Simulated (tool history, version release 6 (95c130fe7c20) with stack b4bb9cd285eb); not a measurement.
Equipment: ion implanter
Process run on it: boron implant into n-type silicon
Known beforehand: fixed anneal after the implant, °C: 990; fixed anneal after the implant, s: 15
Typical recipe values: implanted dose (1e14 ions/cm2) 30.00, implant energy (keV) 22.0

run   hour  implanted dose (1e14 ions/cm2)  implant energy (keV)  wafers since the last listed run  hours since the last dose calibration  hours since the extraction supply was calibrated  hours since the gauge calibration  read-back reference wafer on the same gauge, sheet resistance  sheet resistance of the implanted and annealed layer (ohm/square)
  1    0.0                           36.50                  22.0                                 0                                 1048.0                                            5410.1                               14.2                                                          71.99                                                              65.28
  2   16.4                           36.50                  22.0                               194                                 1064.4                                            5426.5                               30.6                                                          72.00                                                              65.44
  3   28.7                           30.00                  22.0                               145                                 1076.7                                            5438.8                               42.9                                                          71.99                                                              68.97
  4   41.6                           30.00                  24.0                               152                                 1089.6                                            5451.7                               55.8                                                          71.98                                                              66.42
  5   53.4                           30.00                  24.0                               139                                 1101.4                                            5463.5                               67.6                                                          71.99                                                              66.58
  6   69.5                           30.00                  24.0                               190                                 1117.5                                            5479.6                               83.7                                                          71.98                                                              66.47
  7   86.2                           30.00                  26.0                               197                                 1134.2                                            5496.3                              100.4                                                          71.99                                                              64.69
  8   98.6                           30.00                  22.0                               146                                 1146.6                                            5508.7                              112.8                                                          72.01                                                              68.72
  9  111.4                           30.00                  22.0                               151                                 1159.4                                            5521.5                              125.6                                                          71.98                                                              68.87
 10  117.4                           22.81                  15.0                                71                                 1165.4                                            5527.5                              131.6                                                          72.02                                                              87.98
     122.0  -- gauge calibrated
     135.2  -- extraction supply calibrated
     142.7  -- Faraday cup replaced and dose calibrated
 11  143.2                           30.00                  22.0                               120                                    0.5                                               8.0                               21.2                                                          71.94                                                              68.91
 12  145.7                           23.57                  16.0                                29                                    3.0                                              10.5                               23.7                                                          71.99                                                              84.67
 13  153.3                           30.00                  22.0                                90                                   10.6                                              18.1                               31.3                                                          71.98                                                              68.75
 14  169.6                           30.00                  29.5                               193                                   26.9                                              34.4                               47.6                                                          71.99                                                              62.16
 15  178.5                           30.00                  22.0                               105                                   35.8                                              43.3                               56.5                                                          72.03                                                              68.59
 16  189.5                           30.00                  28.5                               130                                   46.8                                              54.3                               67.5                                                          71.98                                                              62.84
 17  204.6                           24.71                  18.5                               179                                   61.9                                              69.4                               82.6                                                          72.03                                                              78.61
 18  212.5                           21.43                  18.0                                93                                   69.8                                              77.3                               90.5                                                          71.98                                                              83.46

Here are 4 independent what-if runs from the current tool condition. What would each one return?
  A  212.9                           30.00                  17.0                                 4                                   70.2                                              77.7                               90.9                                                              ?                                                                  ?
  B  212.9                           24.75                  26.5                                 4                                   70.2                                              77.7                               90.9                                                              ?                                                                  ?
  C  212.9                           35.26                  22.0                                 4                                   70.2                                              77.7                               90.9                                                              ?                                                                  ?
  D  212.9                           30.00                  14.5                                 4                                   70.2                                              77.7                               90.9                                                              ?                                                                  ?

run  read-back reference wafer on the same gauge, sheet resistance  sheet resistance of the implanted and annealed layer (ohm/square)
  A                                                          72.00                                                              77.23
  B                                                          72.00                                                              69.64
  C                                                          72.00                                                              65.90
  D                                                          72.00                                                              84.02
The same runs, with their run-to-run variation unchanged, on a tool lacking any hidden condition would have given:
run  sheet resistance of the implanted and annealed layer (ohm/square)
  A                                                              77.23
  B                                                              69.64
  C                                                              65.90
  D                                                              84.02
